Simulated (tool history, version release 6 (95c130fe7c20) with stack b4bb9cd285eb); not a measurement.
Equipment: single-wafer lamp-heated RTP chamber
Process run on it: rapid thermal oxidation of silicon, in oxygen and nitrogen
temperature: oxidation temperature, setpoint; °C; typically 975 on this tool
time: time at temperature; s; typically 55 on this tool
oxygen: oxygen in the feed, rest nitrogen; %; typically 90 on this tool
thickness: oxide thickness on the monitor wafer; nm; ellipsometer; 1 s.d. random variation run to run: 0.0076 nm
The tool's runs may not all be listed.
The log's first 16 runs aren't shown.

run	hour	temperature	time	oxygen	wafers since the last listed run	wafers since the last pyrometer calibration	hours since the oxygen flow controller was replaced	hours since the gauge calibration	read-back reference wafer on the same gauge, thickness	thickness
17	200.1	975	73	90	74	157	5910.5	17.2	4.27	5.756
# hour 219.5: oxygen flow controller replaced
18	220	956	55	90	51	209	0.5	37.1	4.27	4.475
19	229.6	992	30	98	41	250	10.1	46.7	4.269	4.616
20	243.7	975	75	98	61	311	24.2	60.8	4.273	5.992
21	250.2	990	41	90	28	339	30.7	67.3	4.27	5.026
22	263.8	975	55	90	58	398	44.3	80.9	4.268	5.104
23	272.5	955	67	64	37	436	53	89.6	4.271	4.323
24	280	975	75	98	32	468	60.5	97.1	4.27	6.004
25	286.3	975	81	67	27	496	66.8	103.4	4.269	5.451
26	299.7	957	55	90	58	554	80.2	116.8	4.267	4.502

Estimate the outcome of run 27 from the log above:
27	314.5	975	55	90	64	618	95	131.6	?	?

Run 27 yielded read-back reference wafer on the same gauge, thickness 4.268, thickness 5.114 nm.
If the tool had no hidden condition, the same run with the same run-to-run variation would have returned thickness 5.077 nm.
